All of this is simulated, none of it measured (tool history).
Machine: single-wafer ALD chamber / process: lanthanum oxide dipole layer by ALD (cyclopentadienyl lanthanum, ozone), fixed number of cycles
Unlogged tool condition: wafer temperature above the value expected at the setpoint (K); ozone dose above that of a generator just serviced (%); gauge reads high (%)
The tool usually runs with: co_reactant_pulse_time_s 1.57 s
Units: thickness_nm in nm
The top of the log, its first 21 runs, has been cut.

run     day  co_reactant_pulse_time_s  wafers since the last listed run  hours since the last thermocouple change  hours since the last ozone generator service  hours since the showerhead was replaced  hours since the gauge calibration  read-back reference wafer on the same gauge, thickness_nm  thickness_nm
 22  11.975                      2.08                               110                                    1330.7                                         156.3                                     18.1                               86.7                                                      0.533         0.554
 23  14.058                      1.80                               835                                    1380.7                                         206.3                                     68.1                              136.7                                                      0.533         0.542
 24  14.412                      1.57                               141                                    1389.2                                         214.8                                     76.6                              145.2                                                      0.533         0.532
 25  14.838                      1.32                               170                                    1399.4                                         225.0                                     86.8                              155.4                                                      0.533         0.495
     15.617  -- thermocouple changed; heater temperature recalibrated
 26  15.638                      1.13                               187                                       0.5                                         244.2                                    106.0                              174.6                                                      0.533         0.440
 27  16.150                      1.93                               205                                      12.8                                         256.5                                    118.3                              186.9                                                      0.533         0.549
 28  16.912                      1.12                               305                                      31.1                                         274.8                                    136.6                              205.2                                                      0.533         0.433
 29  17.612                      1.99                               280                                      47.9                                         291.6                                    153.4                              222.0                                                      0.533         0.551
 30  19.550                      1.27                               776                                      94.4                                         338.1                                    199.9                              268.5                                                      0.533         0.480
 31  20.171                      1.75                               248                                     109.3                                         353.0                                    214.8                              283.4                                                      0.534         0.541
 32  20.921                      0.96                               300                                     127.3                                         371.0                                    232.8                              301.4                                                      0.533         0.349
 33  21.192                      1.73                               108                                     133.8                                         377.5                                    239.3                              307.9                                                      0.533         0.541
 34  21.454                      1.32                               105                                     140.1                                         383.8                                    245.6                              314.2                                                      0.533         0.495
 35  22.058                      1.57                               242                                     154.6                                         398.3                                    260.1                              328.7                                                      0.533         0.527

Alternative continuations, all from the tool just after run 35; predict every row:
  A  22.075                      1.17                                 6                                     155.0                                         398.7                                    260.5                              329.1                                                          ?             ?
  B  22.075                      1.98                                 6                                     155.0                                         398.7                                    260.5                              329.1                                                          ?             ?
  C  22.075                      1.84                                 6                                     155.0                                         398.7                                    260.5                              329.1                                                          ?             ?

run  read-back reference wafer on the same gauge, thickness_nm  thickness_nm
  A                                                      0.533         0.452
  B                                                      0.533         0.553
  C                                                      0.533         0.548
With the hidden condition removed and each run's random variation left untouched, the same runs would have given:
run  thickness_nm
  A         0.467
  B         0.555
  C         0.552
